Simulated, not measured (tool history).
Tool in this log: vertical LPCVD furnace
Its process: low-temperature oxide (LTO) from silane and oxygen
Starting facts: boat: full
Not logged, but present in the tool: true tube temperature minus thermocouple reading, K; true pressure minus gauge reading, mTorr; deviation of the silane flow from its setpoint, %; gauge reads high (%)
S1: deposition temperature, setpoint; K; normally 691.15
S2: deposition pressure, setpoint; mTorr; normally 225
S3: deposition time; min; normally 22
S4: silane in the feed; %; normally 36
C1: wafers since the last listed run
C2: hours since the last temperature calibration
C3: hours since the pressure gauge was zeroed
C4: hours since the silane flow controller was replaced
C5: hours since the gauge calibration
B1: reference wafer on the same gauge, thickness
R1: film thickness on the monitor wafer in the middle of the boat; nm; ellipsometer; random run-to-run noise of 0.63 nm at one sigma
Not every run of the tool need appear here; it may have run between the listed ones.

Run 1, hour 0: usual settings; C1 0; C2 2739; C3 3585.8; C4 2367.3; C5 23.1; B1 179.17. Result: R1 218.38 nm.
Run 2, hour 33.1: usual settings; C1 663; C2 2772.1; C3 3618.9; C4 2400.4; C5 56.2; B1 179.21. Result: R1 217.38 nm.
Run 3, hour 45.3: usual settings; C1 244; C2 2784.3; C3 3631.1; C4 2412.6; C5 68.4; B1 179.25. Result: R1 217.34 nm.
Run 4, hour 80.7: usual settings but S1 695.15 K, S4 39 %; C1 709; C2 2819.7; C3 3666.5; C4 2448; C5 103.8; B1 178.76. Result: R1 249.3 nm.
Run 5, hour 100.8: usual settings but S1 685.15 K; C1 402; C2 2839.8; C3 3686.6; C4 2468.1; C5 123.9; B1 179.06. Result: R1 204.35 nm.
Run 6, hour 124.6: usual settings but S1 685.15 K; C1 476; C2 2863.6; C3 3710.4; C4 2491.9; C5 147.7; B1 179.02. Result: R1 204.33 nm.
Run 7, hour 157.9: usual settings but S1 685.15 K; C1 667; C2 2896.9; C3 3743.7; C4 2525.2; C5 181; B1 178.93. Result: R1 203.4 nm.
Run 8, hour 192.7: usual settings but S4 34 %; C1 697; C2 2931.7; C3 3778.5; C4 2560; C5 215.8; B1 179.03. Result: R1 202.9 nm.
Run 9, hour 223.4: usual settings but S4 34 %; C1 614; C2 2962.4; C3 3809.2; C4 2590.7; C5 246.5; B1 179.12. Result: R1 202.81 nm.
Run 10, hour 257.5: usual settings but S4 34 %; C1 683; C2 2996.5; C3 3843.3; C4 2624.8; C5 280.6; B1 179.12. Result: R1 201.55 nm.
Run 11, hour 286.4: usual settings but S1 683.15 K; C1 578; C2 3025.4; C3 3872.2; C4 2653.7; C5 309.5; B1 179.03. Result: R1 200.01 nm.
Run 12, hour 310.4: usual settings but S1 683.15 K; C1 480; C2 3049.4; C3 3896.2; C4 2677.7; C5 333.5; B1 178.98. Result: R1 199.6 nm.
At hour 412.6: thermocouples replaced and temperature profile calibrated.
At hour 413.6: pressure gauge zeroed.
Run 13, hour 414.1: usual settings but S1 685.15 K; C1 1576; C2 1.5; C3 0.5; C4 2781.4; C5 437.2; B1 178.98. Result: R1 202.97 nm.
At hour 445.2: silane flow controller replaced.
Run 14, hour 445.7: usual settings; C1 152; C2 33.1; C3 32.1; C4 0.5; C5 468.8; B1 178.93. Result: R1 217.18 nm.
Run 15, hour 466.6: usual settings but S1 695.15 K, S4 39 %; C1 418; C2 54; C3 53; C4 21.4; C5 489.7; B1 179. Result: R1 249.74 nm.
Run 16, hour 492.2: usual settings but S1 684.15 K, S2 205 mTorr, S3 19.5 min, S4 43 %; C1 512; C2 79.6; C3 78.6; C4 47; C5 515.3; B1 178.9. Result: R1 200.44 nm.
Run 17, hour 524.1: usual settings; C1 639; C2 111.5; C3 110.5; C4 78.9; C5 547.2; B1 179. Result: R1 217.33 nm.
At hour 545.8: gauge calibrated.
Run 18, hour 548: usual settings but S1 682.15 K; C1 478; C2 135.4; C3 134.4; C4 102.8; C5 2.2; B1 178.98. Result: R1 197.01 nm.
Run 19, hour 560.8: usual settings; C1 256; C2 148.2; C3 147.2; C4 115.6; C5 15; B1 179.28. Result: R1 217.35 nm.
Run 20, hour 578.4: usual settings; C1 352; C2 165.8; C3 164.8; C4 133.2; C5 32.6; B1 179.16. Result: R1 217.37 nm.
Run 21, hour 602.2: usual settings but S1 685.15 K, S4 33 %; C1 476; C2 189.6; C3 188.6; C4 157; C5 56.4; B1 178.96. Result: R1 181.8 nm.
Run 22, hour 627.9: usual settings but S3 19 min; C1 514; C2 215.3; C3 214.3; C4 182.7; C5 82.1; B1 178.94. Result: R1 187.62 nm.
Run 23, hour 646.7: usual settings but S2 175 mTorr, S4 39 %; C1 376; C2 234.1; C3 233.1; C4 201.5; C5 100.9; B1 179.13. Result: R1 184.21 nm.
Run 24, hour 680.8: usual settings but S2 255 mTorr, S4 29 %; C1 683; C2 268.2; C3 267.2; C4 235.6; C5 135; B1 179.06. Result: R1 183.2 nm.
Run 25, hour 765.1: usual settings; C1 1688; C2 352.5; C3 351.5; C4 319.9; C5 219.3; B1 178.9. Result: R1 216.06 nm.
Run 26, hour 786.3: usual settings but S1 684.15 K, S4 33 %; C1 424; C2 373.7; C3 372.7; C4 341.1; C5 240.5; B1 179.14. Result: R1 179.18 nm.
Run 27, hour 830.9: usual settings but S1 680.15 K; C1 893; C2 418.3; C3 417.3; C4 385.7; C5 285.1; B1 179.02. Result: R1 191.23 nm.
Run 28, hour 853.3: usual settings but S1 695.15 K, S2 255 mTorr, S3 30 min, S4 30 %; C1 448; C2 440.7; C3 439.7; C4 408.1; C5 307.5; B1 179.21. Result: R1 273.79 nm.
Run 29, hour 878.6: usual settings but S2 205 mTorr; C1 506; C2 466; C3 465; C4 433.4; C5 332.8; B1 178.96. Result: R1 197.53 nm.
Run 30, hour 892.4: usual settings but S2 190 mTorr, S3 29.5 min; C1 276; C2 479.8; C3 478.8; C4 447.2; C5 346.6; B1 179.04. Result: R1 243.05 nm.

State the hidden condition of the tool at each of the runs:
deviation of the silane flow from its setpoint, %: 0 on each run
gauge reads high (%): 0 on each run
H1: true tube temperature minus thermocouple reading, K
H2: true pressure minus gauge reading, mTorr
run      H1     H2
  1    4.06  -10.5
  2    4.07  -10.5
  3    4.08  -10.5
  4    4.09  -10.5
  5    4.09  -10.5
  6     4.1  -10.6
  7    4.11  -10.6
  8    4.12  -10.6
  9    4.13  -10.6
 10    4.14  -10.6
 11    4.15  -10.6
 12    4.15  -10.6
 13  0.0648  -1.64
 14    0.18  -1.94
 15   0.255  -2.13
 16   0.344  -2.37
 17   0.452  -2.65
 18   0.532  -2.86
 19   0.574  -2.97
 20    0.63  -3.12
 21   0.706  -3.32
 22   0.785  -3.53
 23   0.843  -3.68
 24   0.944  -3.95
 25    1.18  -4.58
 26    1.24  -4.74
 27    1.36  -5.05
 28    1.41   -5.2
 29    1.47  -5.37
 30    1.51  -5.46
